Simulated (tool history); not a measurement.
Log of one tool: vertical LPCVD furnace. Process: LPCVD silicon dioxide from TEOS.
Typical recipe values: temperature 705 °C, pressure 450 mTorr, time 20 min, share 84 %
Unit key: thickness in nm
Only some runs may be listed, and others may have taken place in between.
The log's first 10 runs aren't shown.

run	hour	temperature	pressure	time	share	wafers since the last listed run	hours since the last temperature calibration	hours since the pressure gauge was zeroed	hours since the TEOS flow controller was replaced	hours since the gauge calibration	read-back reference wafer on the same gauge, thickness	thickness
11	145	705	450	20	84	73	2045.8	115.7	31.2	469.8	248.82	246.01
# hour 172.6: thermocouples replaced and temperature profile calibrated
12	173.1	716	410	15	89	37	0.5	143.8	59.3	497.9	248.78	243.63
13	177.6	705	450	16.5	84	40	5	148.3	63.8	502.4	248.93	215.36
14	193.4	705	450	20	89	143	20.8	164.1	79.6	518.2	249.08	265.13
# hour 198.7: gauge calibrated
15	203.4	705	450	20	97	90	30.8	174.1	89.6	4.7	248.98	277.4
16	218.7	712	450	20	91	138	46.1	189.4	104.9	20	249.03	315.39
17	226.8	693	450	20	94	73	54.2	197.5	113	28.1	249.18	208.8
18	234.1	708	375	13.5	75	66	61.5	204.8	120.3	35.4	249.11	162.24
19	250.6	705	495	26	84	149	78	221.3	136.8	51.9	249.17	352.75
# hour 296.6: thermocouples replaced and temperature profile calibrated, repeated, since the last time left the tool worse
20	297.1	705	450	20	84	203	0.5	267.8	183.3	98.4	248.87	230.42
21	301.5	702	450	27	84	39	4.9	272.2	187.7	102.8	248.72	289.21
22	306	694	395	15.5	77	40	9.4	276.7	192.2	107.3	249.08	124.22
23	322.8	705	450	20	84	152	26.2	293.5	209	124.1	249.08	232.52
24	333.8	705	385	20	84	99	37.2	304.5	220	135.1	249.24	214.84
25	351.2	709	340	24	84	157	54.6	321.9	237.4	152.5	249.04	264.72
26	360.2	710	480	26.5	97	81	63.6	330.9	246.4	161.5	249.07	383.38
27	409.3	705	505	20	73	444	112.7	380	295.5	210.6	248.98	226.54
28	417.8	695	520	20	70	76	121.2	388.5	304	219.1	249.11	179.61
29	427.1	699	390	15	70	84	130.5	397.8	313.3	228.4	248.82	129.02
30	434.5	705	450	20	84	67	137.9	405.2	320.7	235.8	249.25	231.23

Predict each of these 5 candidate next runs independently; none follows another, all start after run 30:
A	439.1	705	450	20	84	41	142.5	409.8	325.3	240.4	?	?
B	439.1	698	395	20	84	41	142.5	409.8	325.3	240.4	?	?
C	439.1	705	450	20	73	41	142.5	409.8	325.3	240.4	?	?
D	439.1	714	490	20	92	41	142.5	409.8	325.3	240.4	?	?
E	439.1	693	510	16	77	41	142.5	409.8	325.3	240.4	?	?

run	read-back reference wafer on the same gauge, thickness	thickness
A	248.72	231.44
B	248.72	184.37
C	248.72	215.75
D	248.72	310.29
E	248.72	142.7
Without the tool's hidden state the same runs would have given:
run	thickness
A	229.74
B	182.99
C	214.17
D	308.05
E	141.62
